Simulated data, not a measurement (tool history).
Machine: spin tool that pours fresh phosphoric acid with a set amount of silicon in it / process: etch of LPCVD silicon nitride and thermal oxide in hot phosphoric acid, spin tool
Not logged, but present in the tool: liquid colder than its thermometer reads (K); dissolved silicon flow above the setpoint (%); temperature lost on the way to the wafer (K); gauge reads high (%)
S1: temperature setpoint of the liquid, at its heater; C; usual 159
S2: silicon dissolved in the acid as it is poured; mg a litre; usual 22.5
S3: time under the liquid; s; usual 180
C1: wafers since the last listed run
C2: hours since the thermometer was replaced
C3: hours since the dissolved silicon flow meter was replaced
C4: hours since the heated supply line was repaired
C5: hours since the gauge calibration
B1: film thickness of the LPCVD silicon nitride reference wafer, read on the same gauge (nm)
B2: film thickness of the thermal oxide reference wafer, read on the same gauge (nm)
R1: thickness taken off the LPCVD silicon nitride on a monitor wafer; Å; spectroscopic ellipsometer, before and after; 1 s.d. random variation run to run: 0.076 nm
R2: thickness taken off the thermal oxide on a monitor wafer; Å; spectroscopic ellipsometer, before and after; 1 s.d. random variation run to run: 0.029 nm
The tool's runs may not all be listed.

run	hour	S1	S2	S3	C1	C2	C3	C4	C5	B1	B2	R1	R2
1	0	160	35.5	215	0	1294.1	271.9	1997.3	2909.1	53.04	53.01	169.9	2.69
# hour 18.2: gauge calibrated
2	51.8	159	22.5	180	448	1345.9	323.7	2049.1	33.6	49.51	49.56	128.9	3.33
3	88.9	159	22.5	180	321	1383	360.8	2086.2	70.7	49.66	49.644	128.3	3.2
4	166.2	159	22.5	180	669	1460.3	438.1	2163.5	148	49.87	49.865	127.9	3.34
5	236.7	157.5	16.5	275	610	1530.8	508.6	2234	218.5	50.08	50.086	186.7	5.19
# hour 283.7: heated supply line repaired
6	331.4	159	22.5	180	810	1625.5	603.3	47.7	313.2	50.28	50.293	129.9	2.5
7	378.6	156.5	40	140	408	1672.7	650.5	94.9	360.4	50.43	50.414	92.9	1.06
8	454	159	32	125	652	1748.1	725.9	170.3	435.8	50.58	50.57	90	1.63
9	554.4	161	28	120	868	1848.5	826.3	270.7	536.2	50.77	50.78	92.5	1.86
10	599.5	159	22.5	180	390	1893.6	871.4	315.8	581.3	50.85	50.848	131.2	2.73
11	660.5	159	36	180	527	1954.6	932.4	376.8	642.3	50.97	50.958	132.3	2.01
12	734	159	22.5	180	636	2028.1	1005.9	450.3	715.8	51.1	51.095	130	3.24
13	833.9	159	22.5	180	864	2128	1105.8	550.2	815.7	51.3	51.219	132.9	2.88
# hour 871: dissolved silicon flow meter replaced
14	876.2	160.5	9.5	270	357	2170.3	5.2	592.5	858	51.29	51.311	208.3	8.7
15	930.2	158	38	180	467	2224.3	59.2	646.5	912	51.34	51.398	129.5	1.7
16	1006.6	159	17	230	661	2300.7	135.6	722.9	988.4	51.49	51.471	170.4	4.85
# hour 1041: thermometer replaced
17	1113.3	159	22.5	180	914	72.3	242.3	829.6	1095.1	51.63	51.575	133	3.83
18	1192.9	161.5	22.5	180	688	151.9	321.9	909.2	1174.7	51.67	51.666	145	3.58
19	1269	157.5	22.5	250	658	228	398	985.3	1250.8	51.77	51.775	176.4	3.75
20	1357.9	159	6.5	120	769	316.9	486.9	1074.2	1339.7	51.81	51.845	88.2	2.89
21	1672.6	159	22.5	105	2723	631.6	801.6	1388.9	1654.4	52.12	52.064	78.1	1.81

Alternative continuations, all from the tool just after run 21; predict every row:
A	1673.1	159	22.5	180	4	632.1	802.1	1389.4	1654.9	?	?	?	?
B	1673.1	157.5	31	290	4	632.1	802.1	1389.4	1654.9	?	?	?	?
C	1673.1	160.5	9.5	75	4	632.1	802.1	1389.4	1654.9	?	?	?	?
D	1673.1	156.5	9	180	4	632.1	802.1	1389.4	1654.9	?	?	?	?
E	1673.1	162	30	290	4	632.1	802.1	1389.4	1654.9	?	?	?	?

run	B1	B2	R1	R2
A	52.04	52.095	134.9	3.58
B	52.04	52.095	206.6	3.81
C	52.04	52.095	59.1	2.33
D	52.04	52.095	123.9	4.2
E	52.04	52.095	240.3	5.54
What these runs would have given with no unlogged condition in the tool:
run	R1	R2
A	129.5	3.44
B	198.3	3.65
C	56.7	2.24
D	119	4.03
E	230.7	5.31
